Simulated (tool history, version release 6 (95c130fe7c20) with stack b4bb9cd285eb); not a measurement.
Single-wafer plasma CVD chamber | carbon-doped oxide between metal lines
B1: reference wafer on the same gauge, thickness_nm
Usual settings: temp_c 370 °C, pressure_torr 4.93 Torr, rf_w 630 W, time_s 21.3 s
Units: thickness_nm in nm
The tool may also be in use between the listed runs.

run 1 hour=0 | temp_c=370 pressure_torr=4.93 rf_w=630 time_s=21.3 | B1=134.985 | thickness_nm=114.952
run 2 hour=71.3 | temp_c=370 pressure_torr=4.93 rf_w=630 time_s=21.3 | B1=135.024 | thickness_nm=114.127
run 3 hour=122.8 | temp_c=374 pressure_torr=4.93 rf_w=630 time_s=23.3 | B1=134.776 | thickness_nm=123.042
run 4 hour=179.8 | temp_c=370 pressure_torr=3.93 rf_w=565 time_s=21.3 | B1=135.031 | thickness_nm=104.932
run 5 hour=216.6 | temp_c=364 pressure_torr=5.39 rf_w=630 time_s=21.3 | B1=135.218 | thickness_nm=117.674
-- hour=225.9 thermocouple changed; heater temperature recalibrated
-- hour=226.7 gauge calibrated
run 6 hour=276.9 | temp_c=370 pressure_torr=4.93 rf_w=595 time_s=22.6 | B1=135.149 | thickness_nm=117.158
run 7 hour=323.7 | temp_c=366 pressure_torr=3.76 rf_w=685 time_s=22.8 | B1=135.142 | thickness_nm=120.137
run 8 hour=373 | temp_c=359 pressure_torr=4.93 rf_w=630 time_s=18.7 | B1=135.048 | thickness_nm=101.569
run 9 hour=437.3 | temp_c=364 pressure_torr=4.93 rf_w=630 time_s=21.3 | B1=134.943 | thickness_nm=113.96
run 10 hour=504 | temp_c=370 pressure_torr=4.93 rf_w=630 time_s=21.3 | B1=134.999 | thickness_nm=112.043
run 11 hour=561.9 | temp_c=370 pressure_torr=4.93 rf_w=630 time_s=21.3 | B1=134.972 | thickness_nm=111.996
run 12 hour=587.7 | temp_c=377 pressure_torr=3.85 rf_w=740 time_s=24.8 | B1=135.173 | thickness_nm=130.117
run 13 hour=644.1 | temp_c=380 pressure_torr=3.96 rf_w=630 time_s=17.6 | B1=134.956 | thickness_nm=86.87
run 14 hour=670.9 | temp_c=356 pressure_torr=3.82 rf_w=735 time_s=22.9 | B1=135.093 | thickness_nm=125.417
run 15 hour=738.1 | temp_c=356 pressure_torr=5.66 rf_w=665 time_s=17.7 | B1=135.021 | thickness_nm=100.513
run 16 hour=764.3 | temp_c=370 pressure_torr=4.93 rf_w=630 time_s=20 | B1=135.016 | thickness_nm=104.535
-- hour=814.3 RF generator calibrated
-- hour=826.5 capacitance manometer re-zeroed and calibrated
run 17 hour=833.7 | temp_c=370 pressure_torr=4.93 rf_w=545 time_s=21.3 | B1=134.892 | thickness_nm=109.733
run 18 hour=891.1 | temp_c=370 pressure_torr=4.93 rf_w=690 time_s=21.3 | B1=135.145 | thickness_nm=120.04
run 19 hour=947 | temp_c=370 pressure_torr=3.99 rf_w=510 time_s=24.8 | B1=135.111 | thickness_nm=118.586
run 20 hour=998.9 | temp_c=358 pressure_torr=5.82 rf_w=630 time_s=21.3 | B1=134.927 | thickness_nm=120.274
run 21 hour=1058.3 | temp_c=370 pressure_torr=4.93 rf_w=630 time_s=21.3 | B1=134.926 | thickness_nm=115.808
run 22 hour=1113.8 | temp_c=370 pressure_torr=4.93 rf_w=630 time_s=21.3 | B1=135.213 | thickness_nm=115.327
run 23 hour=1210.5 | temp_c=376 pressure_torr=4.93 rf_w=700 time_s=24.3 | B1=135.039 | thickness_nm=134.697
run 24 hour=1235 | temp_c=370 pressure_torr=4.93 rf_w=630 time_s=21.3 | B1=135.057 | thickness_nm=113.974
run 25 hour=1266.4 | temp_c=360 pressure_torr=3.89 rf_w=630 time_s=21.3 | B1=135.015 | thickness_nm=112.176
run 26 hour=1335.8 | temp_c=370 pressure_torr=5.62 rf_w=510 time_s=21.3 | B1=134.875 | thickness_nm=108.645
run 27 hour=1375.2 | temp_c=370 pressure_torr=4.93 rf_w=735 time_s=24 | B1=134.817 | thickness_nm=137.001

5 ways to go on from here, each from the tool as it stands after run 27. What would each give?
run A hour=1375.6 | temp_c=370 pressure_torr=4.93 rf_w=630 time_s=21.3 | B1=? | thickness_nm=?
run B hour=1375.6 | temp_c=370 pressure_torr=3.95 rf_w=530 time_s=17.2 | B1=? | thickness_nm=?
run C hour=1375.6 | temp_c=356 pressure_torr=4.93 rf_w=630 time_s=19.4 | B1=? | thickness_nm=?
run D hour=1375.6 | temp_c=370 pressure_torr=4.93 rf_w=755 time_s=22.5 | B1=? | thickness_nm=?
run E hour=1375.6 | temp_c=370 pressure_torr=6.08 rf_w=630 time_s=22.5 | B1=? | thickness_nm=?

run=A B1=135.049 thickness_nm=114.295
run=B B1=135.049 thickness_nm=83.719
run=C B1=135.049 thickness_nm=107.75
run=D B1=135.049 thickness_nm=128.853
run=E B1=135.049 thickness_nm=124.7
Without the tool's hidden state the same runs would have given:
run=A thickness_nm=115.832
run=B thickness_nm=84.844
run=C thickness_nm=109.198
run=D thickness_nm=130.549
run=E thickness_nm=126.377

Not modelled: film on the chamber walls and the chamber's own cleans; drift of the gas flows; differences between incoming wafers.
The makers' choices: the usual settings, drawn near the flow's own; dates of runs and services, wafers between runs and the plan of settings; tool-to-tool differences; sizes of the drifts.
